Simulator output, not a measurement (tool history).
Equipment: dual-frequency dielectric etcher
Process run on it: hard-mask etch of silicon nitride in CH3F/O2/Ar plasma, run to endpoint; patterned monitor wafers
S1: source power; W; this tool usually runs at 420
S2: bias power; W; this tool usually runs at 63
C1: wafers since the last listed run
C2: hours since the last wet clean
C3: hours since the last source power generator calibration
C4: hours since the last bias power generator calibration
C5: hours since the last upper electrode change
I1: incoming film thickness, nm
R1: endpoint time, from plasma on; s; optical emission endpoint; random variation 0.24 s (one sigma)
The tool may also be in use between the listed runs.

| run | hour | S1 | S2 | C1 | C2 | C3 | C4 | C5 | I1 | R1 |
|---|---|---|---|---|---|---|---|---|---|---|
| 1 | 0 | 420 | 63 | 0 | 326 | 4219.3 | 2201 | 3956.6 | 53.5 | 83 |
| 2 | 42.1 | 420 | 63 | 453 | 368.1 | 4261.4 | 2243.1 | 3998.7 | 52.4 | 81.4 |
| 3 | 57.8 | 420 | 63 | 168 | 383.8 | 4277.1 | 2258.8 | 4014.4 | 53 | 82.5 |
| 4 | 74.7 | 420 | 63 | 181 | 400.7 | 4294 | 2275.7 | 4031.3 | 52.9 | 82.8 |
| 5 | 92.1 | 420 | 63 | 187 | 418.1 | 4311.4 | 2293.1 | 4048.7 | 52.9 | 82.6 |
| 6 | 98.1 | 420 | 52 | 64 | 424.1 | 4317.4 | 2299.1 | 4054.7 | 52.9 | 89.1 |
| 7 | 107 | 420 | 52 | 95 | 433 | 4326.3 | 2308 | 4063.6 | 52 | 87.8 |
| 8 | 115 | 480 | 51 | 86 | 441 | 4334.3 | 2316 | 4071.6 | 52.6 | 84.4 |
| 9 | 131.9 | 420 | 63 | 181 | 457.9 | 4351.2 | 2332.9 | 4088.5 | 52.7 | 82.7 |
| 10 | 146.4 | 420 | 63 | 156 | 472.4 | 4365.7 | 2347.4 | 4103 | 53.1 | 83.2 |
| 11 | 159.9 | 420 | 63 | 145 | 485.9 | 4379.2 | 2360.9 | 4116.5 | 53 | 83.4 |
| 12 | 168.1 | 450 | 57 | 88 | 494.1 | 4387.4 | 2369.1 | 4124.7 | 52.6 | 83.8 |
| 13 | 176.4 | 450 | 57 | 89 | 502.4 | 4395.7 | 2377.4 | 4133 | 53.1 | 84 |
|  | 182.4 | source power generator calibrated |
| 14 | 189.2 | 460 | 63 | 94 | 515.2 | 6.8 | 2390.2 | 4145.8 | 52.9 | 80.4 |
|  | 217.6 | wet clean of the chamber |
|  | 220.7 | upper electrode replaced |
| 15 | 221.5 | 460 | 63 | 56 | 3.9 | 39.1 | 2422.5 | 0.8 | 52.4 | 77.6 |
| 16 | 232.8 | 460 | 77 | 121 | 15.2 | 50.4 | 2433.8 | 12.1 | 52.9 | 72.6 |
|  | 239.5 | bias power generator calibrated |
| 17 | 244.4 | 360 | 52 | 81 | 26.8 | 62 | 4.9 | 23.7 | 53 | 92.5 |
| 18 | 265.6 | 390 | 63 | 228 | 48 | 83.2 | 26.1 | 44.9 | 52.7 | 82.9 |
| 19 | 274.8 | 350 | 54 | 99 | 57.2 | 92.4 | 35.3 | 54.1 | 52.7 | 92.3 |
| 20 | 290 | 350 | 48 | 163 | 72.4 | 107.6 | 50.5 | 69.3 | 52.7 | 96.7 |
| 21 | 299.6 | 420 | 63 | 103 | 82 | 117.2 | 60.1 | 78.9 | 52.8 | 80.8 |
| 22 | 314.9 | 420 | 63 | 164 | 97.3 | 132.5 | 75.4 | 94.2 | 52.9 | 81.2 |
| 23 | 326.2 | 450 | 73 | 121 | 108.6 | 143.8 | 86.7 | 105.5 | 52.7 | 74.6 |
| 24 | 347.3 | 470 | 50 | 227 | 129.7 | 164.9 | 107.8 | 126.6 | 53 | 85.4 |
| 25 | 357.1 | 380 | 49 | 105 | 139.5 | 174.7 | 117.6 | 136.4 | 52.6 | 93.3 |
| 26 | 372.7 | 520 | 76 | 167 | 155.1 | 190.3 | 133.2 | 152 | 53 | 70.1 |
| 27 | 387.1 | 420 | 63 | 154 | 169.5 | 204.7 | 147.6 | 166.4 | 52.7 | 81.5 |
| 28 | 396.7 | 480 | 67 | 103 | 179.1 | 214.3 | 157.2 | 176 | 52.5 | 75.7 |
| 29 | 413 | 420 | 63 | 175 | 195.4 | 230.6 | 173.5 | 192.3 | 53.2 | 82.9 |
| 30 | 426.2 | 470 | 53 | 142 | 208.6 | 243.8 | 186.7 | 205.5 | 53.3 | 84.5 |
| 31 | 435.6 | 420 | 63 | 101 | 218 | 253.2 | 196.1 | 214.9 | 52.9 | 81.8 |

Measured minus without-hidden-state, run by run (identical run-to-run variation in each term; gauge scatter may differ):
Hidden state present: etch rate over this chamber's usual, %; source power that arrives over what is set, %; bias power that arrives over what is set, %.
| run | R1 |
|---|---|
| 1 | +1.7 |
| 2 | +1.9 |
| 3 | +2.1 |
| 4 | +2.1 |
| 5 | +2.2 |
| 6 | +2.4 |
| 7 | +2.5 |
| 8 | +2.5 |
| 9 | +2.5 |
| 10 | +2.6 |
| 11 | +2.7 |
| 12 | +2.7 |
| 13 | +2.8 |
| 14 | +2.8 |
| 15 | +0.5 |
| 16 | +0.4 |
| 17 | +0.6 |
| 18 | +0.7 |
| 19 | +0.9 |
| 20 | +1 |
| 21 | +0.9 |
| 22 | +1 |
| 23 | +1 |
| 24 | +1.3 |
| 25 | +1.5 |
| 26 | +1.1 |
| 27 | +1.5 |
| 28 | +1.4 |
| 29 | +1.7 |
| 30 | +1.7 |
| 31 | +1.7 |

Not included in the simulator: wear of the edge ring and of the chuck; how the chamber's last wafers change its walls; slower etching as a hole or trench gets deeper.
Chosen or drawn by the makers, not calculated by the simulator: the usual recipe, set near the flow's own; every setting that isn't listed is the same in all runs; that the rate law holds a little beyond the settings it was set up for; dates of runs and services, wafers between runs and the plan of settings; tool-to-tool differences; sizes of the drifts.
